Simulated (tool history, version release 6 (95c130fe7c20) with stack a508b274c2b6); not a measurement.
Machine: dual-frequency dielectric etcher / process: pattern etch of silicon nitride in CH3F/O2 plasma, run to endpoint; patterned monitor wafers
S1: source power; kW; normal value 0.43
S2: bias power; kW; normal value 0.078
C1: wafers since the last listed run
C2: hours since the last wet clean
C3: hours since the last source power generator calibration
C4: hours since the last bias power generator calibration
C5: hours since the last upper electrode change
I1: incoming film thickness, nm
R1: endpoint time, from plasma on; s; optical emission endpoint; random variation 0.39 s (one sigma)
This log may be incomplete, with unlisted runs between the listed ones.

run	hour	S1	S2	C1	C2	C3	C4	C5	I1	R1
1	0	0.43	0.068	0	454.2	1579.3	955.4	4539.1	67.5	81.4
2	54.5	0.47	0.078	419	508.7	1633.8	1009.9	4593.6	67.2	75.7
# hour 111: wet clean of the chamber
# hour 178.5: source power generator calibrated
3	184.8	0.43	0.078	786	73.8	6.3	1140.2	4723.9	67.8	75.3
4	289.7	0.43	0.078	806	178.7	111.2	1245.1	4828.8	67.5	76.2
5	390.6	0.43	0.078	776	279.6	212.1	1346	4929.7	67.3	76.1
6	427.7	0.43	0.078	285	316.7	249.2	1383.1	4966.8	67.5	76.6
# hour 611: wet clean of the chamber
7	625.6	0.43	0.078	1337	14.6	447.1	1581	5164.7	67.4	74.2
8	679.8	0.37	0.078	416	68.8	501.3	1635.2	5218.9	67.3	78.7
9	744.1	0.37	0.078	494	133.1	565.6	1699.5	5283.2	67.5	79.6
10	821.4	0.43	0.071	594	210.4	642.9	1776.8	5360.5	67.9	79.1
11	885.7	0.43	0.078	494	274.7	707.2	1841.1	5424.8	67.7	76
12	950.8	0.43	0.078	500	339.8	772.3	1906.2	5489.9	67.1	76.8
13	1042.7	0.43	0.078	706	431.7	864.2	1998.1	5581.8	66.9	76.8
14	1116.5	0.5	0.092	567	505.5	938	2071.9	5655.6	67.4	69.5
# hour 1186.5: upper electrode replaced
# hour 1219.7: wet clean of the chamber
15	1220.2	0.53	0.093	428	0.5	1041.7	2175.6	33.7	67.8	64.4
16	1289.6	0.32	0.096	533	69.9	1111.1	2245	103.1	68	75.9
17	1372.8	0.5	0.086	640	153.1	1194.3	2328.2	186.3	67.4	68.6
18	1431	0.43	0.078	447	211.3	1252.5	2386.4	244.5	67.5	75
19	1532	0.36	0.084	776	312.3	1353.5	2487.4	345.5	67.8	78.4
20	1617.7	0.43	0.089	659	398	1439.2	2573.1	431.2	67.4	72.3
# hour 1635.4: bias power generator calibrated
# hour 1709.1: wet clean of the chamber
21	1709.6	0.51	0.078	491	0.5	1531.1	74.2	523.1	67.8	69.2
22	1779	0.5	0.073	533	69.9	1600.5	143.6	592.5	67.2	71
# hour 1828.1: source power generator calibrated
23	2052.2	0.53	0.093	2070	343.1	224.1	416.8	865.7	67.8	66.4
24	2108.9	0.47	0.078	436	399.8	280.8	473.5	922.4	68	74.7
25	2172.8	0.43	0.078	491	463.7	344.7	537.4	986.3	67.1	76.5
# hour 2239.1: wet clean of the chamber
26	2249.6	0.46	0.06	406	10.5	421.5	614.2	1063.1	67.3	80.7
27	2340.4	0.52	0.089	698	101.3	512.3	705	1153.9	67.6	66.8
28	2425.2	0.46	0.06	652	186.1	597.1	789.8	1238.7	67.2	81

Below are 4 alternative next runs, each starting from the tool's condition after run 28. Predict each:
A	2425.7	0.43	0.078	3	186.6	597.6	790.3	1239.2	67.7	?
B	2425.7	0.36	0.091	3	186.6	597.6	790.3	1239.2	67.7	?
C	2425.7	0.38	0.063	3	186.6	597.6	790.3	1239.2	67.7	?
D	2425.7	0.43	0.061	3	186.6	597.6	790.3	1239.2	67.7	?

run	R1
A	76.1
B	76
C	85.9
D	83.4
Without the tool's hidden state the same runs would have given:
run	R1
A	74.2
B	74
C	83.7
D	81.3

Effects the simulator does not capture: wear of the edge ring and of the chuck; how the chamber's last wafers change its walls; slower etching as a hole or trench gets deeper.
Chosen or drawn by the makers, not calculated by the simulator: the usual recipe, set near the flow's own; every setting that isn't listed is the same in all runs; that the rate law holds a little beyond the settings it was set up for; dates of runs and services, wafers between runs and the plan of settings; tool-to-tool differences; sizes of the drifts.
